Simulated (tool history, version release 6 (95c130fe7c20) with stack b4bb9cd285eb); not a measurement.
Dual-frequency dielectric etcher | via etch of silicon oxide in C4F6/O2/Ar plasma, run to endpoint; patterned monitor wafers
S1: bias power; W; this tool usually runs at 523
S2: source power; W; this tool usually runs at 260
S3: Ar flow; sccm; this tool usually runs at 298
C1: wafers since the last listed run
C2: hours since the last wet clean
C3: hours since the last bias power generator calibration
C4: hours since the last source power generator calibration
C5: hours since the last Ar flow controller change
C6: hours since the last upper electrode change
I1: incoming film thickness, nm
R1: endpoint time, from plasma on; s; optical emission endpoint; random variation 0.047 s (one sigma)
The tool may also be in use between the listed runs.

run 1 hour=0.0 | S1=523 S2=260 S3=298 | C1=0 C2=379.7 C3=2700.9 C4=1329.3 C5=1134.7 C6=2307.1 | I1=61.8 | R1=16.0
run 2 hour=63.2 | S1=523 S2=260 S3=298 | C1=1111 C2=442.9 C3=2764.1 C4=1392.5 C5=1197.9 C6=2370.3 | I1=62.0 | R1=16.3
-- hour=99.9 wet clean of the chamber
run 3 hour=118.5 | S1=587 S2=260 S3=298 | C1=550 C2=18.6 C3=2819.4 C4=1447.8 C5=1253.2 C6=2425.6 | I1=62.7 | R1=15.1
run 4 hour=177.3 | S1=587 S2=260 S3=298 | C1=1034 C2=77.4 C3=2878.2 C4=1506.6 C5=1312.0 C6=2484.4 | I1=62.6 | R1=15.1
run 5 hour=244.5 | S1=523 S2=260 S3=298 | C1=1181 C2=144.6 C3=2945.4 C4=1573.8 C5=1379.2 C6=2551.6 | I1=62.7 | R1=15.9
run 6 hour=293.0 | S1=523 S2=260 S3=298 | C1=852 C2=193.1 C3=2993.9 C4=1622.3 C5=1427.7 C6=2600.1 | I1=62.7 | R1=15.9
-- hour=342.6 upper electrode replaced
run 7 hour=343.1 | S1=523 S2=260 S3=298 | C1=459 C2=243.2 C3=3044.0 C4=1672.4 C5=1477.8 C6=0.5 | I1=62.9 | R1=16.0
run 8 hour=381.6 | S1=523 S2=260 S3=333 | C1=677 C2=281.7 C3=3082.5 C4=1710.9 C5=1516.3 C6=39.0 | I1=63.1 | R1=16.3
run 9 hour=423.7 | S1=402 S2=260 S3=365 | C1=740 C2=323.8 C3=3124.6 C4=1753.0 C5=1558.4 C6=81.1 | I1=62.6 | R1=18.0
-- hour=451.0 Ar flow controller replaced
-- hour=527.0 source power generator calibrated
-- hour=543.0 wet clean of the chamber
run 10 hour=543.5 | S1=463 S2=280 S3=298 | C1=1648 C2=0.5 C3=3244.4 C4=16.5 C5=92.5 C6=200.9 | I1=62.1 | R1=15.7
run 11 hour=598.8 | S1=523 S2=260 S3=298 | C1=972 C2=55.8 C3=3299.7 C4=71.8 C5=147.8 C6=256.2 | I1=62.7 | R1=15.7
-- hour=628.3 bias power generator calibrated
run 12 hour=628.8 | S1=441 S2=220 S3=231 | C1=457 C2=85.8 C3=0.5 C4=101.8 C5=177.8 C6=286.2 | I1=62.6 | R1=17.1
run 13 hour=685.9 | S1=621 S2=220 S3=260 | C1=1004 C2=142.9 C3=57.6 C4=158.9 C5=234.9 C6=343.3 | I1=62.7 | R1=15.4
run 14 hour=747.7 | S1=438 S2=220 S3=357 | C1=1086 C2=204.7 C3=119.4 C4=220.7 C5=296.7 C6=405.1 | I1=62.1 | R1=18.0
run 15 hour=801.5 | S1=523 S2=260 S3=298 | C1=946 C2=258.5 C3=173.2 C4=274.5 C5=350.5 C6=458.9 | I1=62.3 | R1=15.9

Run 16 is up next; what results do you expect?
run 16 hour=866.1 | S1=523 S2=260 S3=298 | C1=1136 C2=323.1 C3=237.8 C4=339.1 C5=415.1 C6=523.5 | I1=62.8 | R1=?

R1: 16.1 s
Had the tool carried no hidden state, the very same run would have given R1 15.7 s.
